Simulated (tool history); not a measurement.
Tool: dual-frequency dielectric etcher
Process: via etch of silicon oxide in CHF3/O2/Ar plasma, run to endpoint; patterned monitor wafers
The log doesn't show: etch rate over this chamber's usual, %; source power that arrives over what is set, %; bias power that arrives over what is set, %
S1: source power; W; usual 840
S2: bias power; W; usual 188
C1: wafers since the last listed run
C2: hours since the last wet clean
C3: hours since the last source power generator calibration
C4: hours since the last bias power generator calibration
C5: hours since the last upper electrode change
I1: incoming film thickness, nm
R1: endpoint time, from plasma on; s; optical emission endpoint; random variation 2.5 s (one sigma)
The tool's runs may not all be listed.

{"run": 1, "hour": 0.0, "S1": 840, "S2": 188, "C1": 0, "C2": 204.6, "C3": 54.7, "C4": 1254.2, "C5": 329.3, "I1": 630.9, "R1": 276.7}
{"run": 2, "hour": 78.0, "S1": 840, "S2": 188, "C1": 493, "C2": 282.6, "C3": 132.7, "C4": 1332.2, "C5": 407.3, "I1": 636, "R1": 278.7}
{"run": 3, "hour": 166.3, "S1": 840, "S2": 188, "C1": 558, "C2": 370.9, "C3": 221, "C4": 1420.5, "C5": 495.6, "I1": 625.3, "R1": 271.1}
{"run": 4, "hour": 206.4, "S1": 930, "S2": 188, "C1": 253, "C2": 411, "C3": 261.1, "C4": 1460.6, "C5": 535.7, "I1": 631, "R1": 263.7}
{"run": 5, "hour": 293.1, "S1": 930, "S2": 188, "C1": 548, "C2": 497.7, "C3": 347.8, "C4": 1547.3, "C5": 622.4, "I1": 628.3, "R1": 266.6}
{"run": 6, "hour": 354.0, "S1": 930, "S2": 188, "C1": 385, "C2": 558.6, "C3": 408.7, "C4": 1608.2, "C5": 683.3, "I1": 635.1, "R1": 262.4}
{"hour": 444.3, "done": "wet clean of the chamber"}
{"run": 7, "hour": 452.5, "S1": 840, "S2": 161, "C1": 471, "C2": 8.2, "C3": 507.2, "C4": 1706.7, "C5": 781.8, "I1": 630.4, "R1": 284.2}
{"run": 8, "hour": 542.8, "S1": 840, "S2": 188, "C1": 571, "C2": 98.5, "C3": 597.5, "C4": 1797, "C5": 872.1, "I1": 635.6, "R1": 265.9}
{"hour": 578.9, "done": "bias power generator calibrated"}
{"run": 9, "hour": 579.3, "S1": 840, "S2": 188, "C1": 205, "C2": 135, "C3": 634, "C4": 0.4, "C5": 908.6, "I1": 631.5, "R1": 265.4}
{"run": 10, "hour": 647.6, "S1": 840, "S2": 188, "C1": 432, "C2": 203.3, "C3": 702.3, "C4": 68.7, "C5": 976.9, "I1": 629, "R1": 266.3}
{"run": 11, "hour": 728.7, "S1": 840, "S2": 188, "C1": 513, "C2": 284.4, "C3": 783.4, "C4": 149.8, "C5": 1058, "I1": 634.4, "R1": 265}
{"run": 12, "hour": 771.3, "S1": 840, "S2": 188, "C1": 269, "C2": 327, "C3": 826, "C4": 192.4, "C5": 1100.6, "I1": 631, "R1": 262.3}
{"run": 13, "hour": 875.5, "S1": 800, "S2": 188, "C1": 659, "C2": 431.2, "C3": 930.2, "C4": 296.6, "C5": 1204.8, "I1": 638.3, "R1": 271.7}
{"hour": 909.1, "done": "wet clean of the chamber, repeated, since the last time left the tool worse"}
{"run": 14, "hour": 1093.0, "S1": 800, "S2": 188, "C1": 1224, "C2": 183.9, "C3": 1147.7, "C4": 514.1, "C5": 1422.3, "I1": 636.4, "R1": 284.8}
{"run": 15, "hour": 1154.1, "S1": 800, "S2": 188, "C1": 386, "C2": 245, "C3": 1208.8, "C4": 575.2, "C5": 1483.4, "I1": 632.1, "R1": 283.2}
{"run": 16, "hour": 1239.2, "S1": 840, "S2": 188, "C1": 538, "C2": 330.1, "C3": 1293.9, "C4": 660.3, "C5": 1568.5, "I1": 626.8, "R1": 270.9}
{"run": 17, "hour": 1311.4, "S1": 840, "S2": 209, "C1": 456, "C2": 402.3, "C3": 1366.1, "C4": 732.5, "C5": 1640.7, "I1": 629.5, "R1": 262.2}
{"run": 18, "hour": 1355.4, "S1": 840, "S2": 188, "C1": 278, "C2": 446.3, "C3": 1410.1, "C4": 776.5, "C5": 1684.7, "I1": 631.7, "R1": 274.7}
{"run": 19, "hour": 1435.1, "S1": 780, "S2": 229, "C1": 504, "C2": 526, "C3": 1489.8, "C4": 856.2, "C5": 1764.4, "I1": 628.2, "R1": 254.3}
{"hour": 1503.4, "done": "wet clean of the chamber"}
{"run": 20, "hour": 1507.6, "S1": 930, "S2": 201, "C1": 306, "C2": 4.2, "C3": 1562.3, "C4": 928.7, "C5": 1836.9, "I1": 630.8, "R1": 266.9}
{"hour": 1538.9, "done": "source power generator calibrated"}
{"run": 21, "hour": 1563.7, "S1": 840, "S2": 188, "C1": 329, "C2": 60.3, "C3": 24.8, "C4": 984.8, "C5": 1893, "I1": 631.3, "R1": 276.9}
{"run": 22, "hour": 1668.1, "S1": 840, "S2": 205, "C1": 660, "C2": 164.7, "C3": 129.2, "C4": 1089.2, "C5": 1997.4, "I1": 622.8, "R1": 265.2}
{"hour": 1753.8, "done": "upper electrode replaced"}
{"run": 23, "hour": 1754.3, "S1": 840, "S2": 188, "C1": 393, "C2": 250.9, "C3": 215.4, "C4": 1175.4, "C5": 0.5, "I1": 632.4, "R1": 280.9}
{"run": 24, "hour": 1924.7, "S1": 710, "S2": 188, "C1": 1078, "C2": 421.3, "C3": 385.8, "C4": 1345.8, "C5": 170.9, "I1": 630.7, "R1": 291.3}
{"run": 25, "hour": 1972.7, "S1": 750, "S2": 163, "C1": 303, "C2": 469.3, "C3": 433.8, "C4": 1393.8, "C5": 218.9, "I1": 633.9, "R1": 306.1}
{"hour": 2140.6, "done": "wet clean of the chamber"}
{"run": 26, "hour": 2256.9, "S1": 930, "S2": 209, "C1": 1646, "C2": 116.3, "C3": 718, "C4": 1678, "C5": 503.1, "I1": 635.2, "R1": 255.5}
{"hour": 2277.2, "done": "bias power generator calibrated"}
{"run": 27, "hour": 2316.9, "S1": 640, "S2": 163, "C1": 354, "C2": 176.3, "C3": 778, "C4": 39.7, "C5": 563.1, "I1": 635, "R1": 323.5}
{"run": 28, "hour": 2419.0, "S1": 670, "S2": 205, "C1": 646, "C2": 278.4, "C3": 880.1, "C4": 141.8, "C5": 665.2, "I1": 624, "R1": 285.7}
{"run": 29, "hour": 2510.9, "S1": 1030, "S2": 188, "C1": 581, "C2": 370.3, "C3": 972, "C4": 233.7, "C5": 757.1, "I1": 625.6, "R1": 256}
{"run": 30, "hour": 2571.0, "S1": 840, "S2": 188, "C1": 380, "C2": 430.4, "C3": 1032.1, "C4": 293.8, "C5": 817.2, "I1": 626.1, "R1": 269.5}
{"hour": 2768.2, "done": "wet clean of the chamber"}
{"run": 31, "hour": 2822.4, "S1": 840, "S2": 188, "C1": 1439, "C2": 54.2, "C3": 1283.5, "C4": 545.2, "C5": 1068.6, "I1": 628.4, "R1": 270.4}
{"run": 32, "hour": 2863.5, "S1": 760, "S2": 206, "C1": 260, "C2": 95.3, "C3": 1324.6, "C4": 586.3, "C5": 1109.7, "I1": 634.4, "R1": 272.8}
{"hour": 2885.6, "done": "source power generator calibrated"}
{"run": 33, "hour": 2922.2, "S1": 770, "S2": 148, "C1": 346, "C2": 154, "C3": 36.6, "C4": 645, "C5": 1168.4, "I1": 629.5, "R1": 309.5}
{"run": 34, "hour": 2972.6, "S1": 1040, "S2": 188, "C1": 318, "C2": 204.4, "C3": 87, "C4": 695.4, "C5": 1218.8, "I1": 620.7, "R1": 253.7}

Hidden state or all else? Some run-to-run changes of R1, split into what the settings, what came in and random variation would give without the hidden state, and what is left for the hidden state (with any gauge scatter that isn't in both results):
Run 6 -> 7: S1 930 -> 840, S2 188 -> 161, wet clean of the chamber. R1 +21.8 s: hidden state -6.8, all else +28.6.
Run 13 -> 14: wet clean of the chamber, repeated, since the last time left the tool worse. R1 +13.1 s: hidden state +15.6, all else -2.5.
Run 19 -> 20: S1 780 -> 930, S2 229 -> 201, wet clean of the chamber. R1 +12.6 s: hidden state +7.1, all else +5.5.
Run 25 -> 26: S1 750 -> 930, S2 163 -> 209, wet clean of the chamber. R1 -50.6 s: hidden state +6.6, all else -57.2.
Run 26 -> 27: S1 930 -> 640, S2 209 -> 163, bias power generator calibrated. R1 +68 s: hidden state -1.1, all else +69.1.
Run 33 -> 34: S1 770 -> 1040, S2 148 -> 188. R1 -55.8 s: hidden state +0.2, all else -56.

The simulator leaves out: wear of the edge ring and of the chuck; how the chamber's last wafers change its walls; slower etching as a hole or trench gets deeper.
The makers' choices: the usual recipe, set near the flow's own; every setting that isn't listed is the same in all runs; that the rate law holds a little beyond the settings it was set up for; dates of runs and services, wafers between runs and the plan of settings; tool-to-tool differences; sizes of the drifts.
